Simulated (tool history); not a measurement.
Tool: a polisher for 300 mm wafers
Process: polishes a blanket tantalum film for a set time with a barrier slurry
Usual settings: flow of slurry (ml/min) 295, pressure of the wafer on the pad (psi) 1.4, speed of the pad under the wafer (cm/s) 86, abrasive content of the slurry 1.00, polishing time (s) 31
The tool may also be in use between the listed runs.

run,hour,flow of slurry (ml/min),pressure of the wafer on the pad (psi),speed of the pad under the wafer (cm/s),abrasive content of the slurry,polishing time (s),"incoming thickness of the incoming film, nm",film removed (angstrom)
1,0.0,295,1.4,86,1.00,31,394.1,305
2,19.4,295,1.4,86,1.00,31,406.3,306
# hour 33.0: worn pad replaced by a new one
3,33.7,295,1.4,86,1.20,31,396.5,335
4,83.3,295,1.4,86,1.20,31,406.0,333
5,108.4,295,1.4,86,1.00,31,400.8,309
6,134.8,295,1.4,86,1.00,31,398.9,308
7,159.1,295,1.4,86,1.00,31,400.5,307
# hour 180.1: worn pad replaced by a new one
8,190.4,295,1.4,86,0.90,31,404.4,291
# hour 208.8: slurry blender recalibrated
9,217.3,295,1.4,86,1.00,31,400.3,308
10,235.6,295,1.4,86,1.00,31,393.9,313
11,251.1,295,1.4,86,1.00,31,400.3,312
# hour 255.6: slurry nozzle cleaned
12,283.7,295,1.4,86,1.00,31,395.4,319
# hour 310.8: worn pad replaced by a new one
13,311.3,295,1.4,86,1.00,31,398.6,323
14,343.6,295,1.2,78,1.15,40,399.7,363
15,360.6,295,1.2,86,1.10,39,394.9,376
16,375.5,295,1.4,86,1.00,31,400.3,326
# hour 382.2: head pressure recalibrated
17,409.2,295,1.1,106,1.25,42,400.3,421
18,431.1,295,1.4,72,1.00,34,397.7,283
# hour 452.0: worn pad replaced by a new one
19,453.9,235,1.7,86,1.20,40,391.4,473
# hour 457.4: slurry blender recalibrated
20,490.0,295,1.4,86,1.00,31,403.0,287
21,503.5,295,1.4,86,1.00,31,404.9,289
22,536.2,295,0.9,74,1.00,31,395.6,188
23,567.5,340,1.4,86,1.00,31,408.4,293
# hour 588.4: worn pad replaced by a new one
24,598.1,295,1.4,86,1.00,31,405.1,287
25,628.3,240,1.4,86,1.00,31,403.4,285
26,661.1,295,1.4,86,1.00,31,401.3,288
27,679.1,295,1.2,86,0.90,23,395.3,179

4 ways to go on from here, each from the tool as it stands after run 27. What would each give?
A,679.5,295,1.4,86,0.80,31,394.4,?
B,679.5,295,1.4,86,1.00,40,394.4,?
C,679.5,295,1.4,106,1.00,31,394.4,?
D,679.5,295,1.4,64,0.80,31,394.4,?

run,film removed (angstrom)
A,252
B,372
C,338
D,205
Without the tool's hidden state the same runs would have given:
run,film removed (angstrom)
A,259
B,383
C,348
D,211
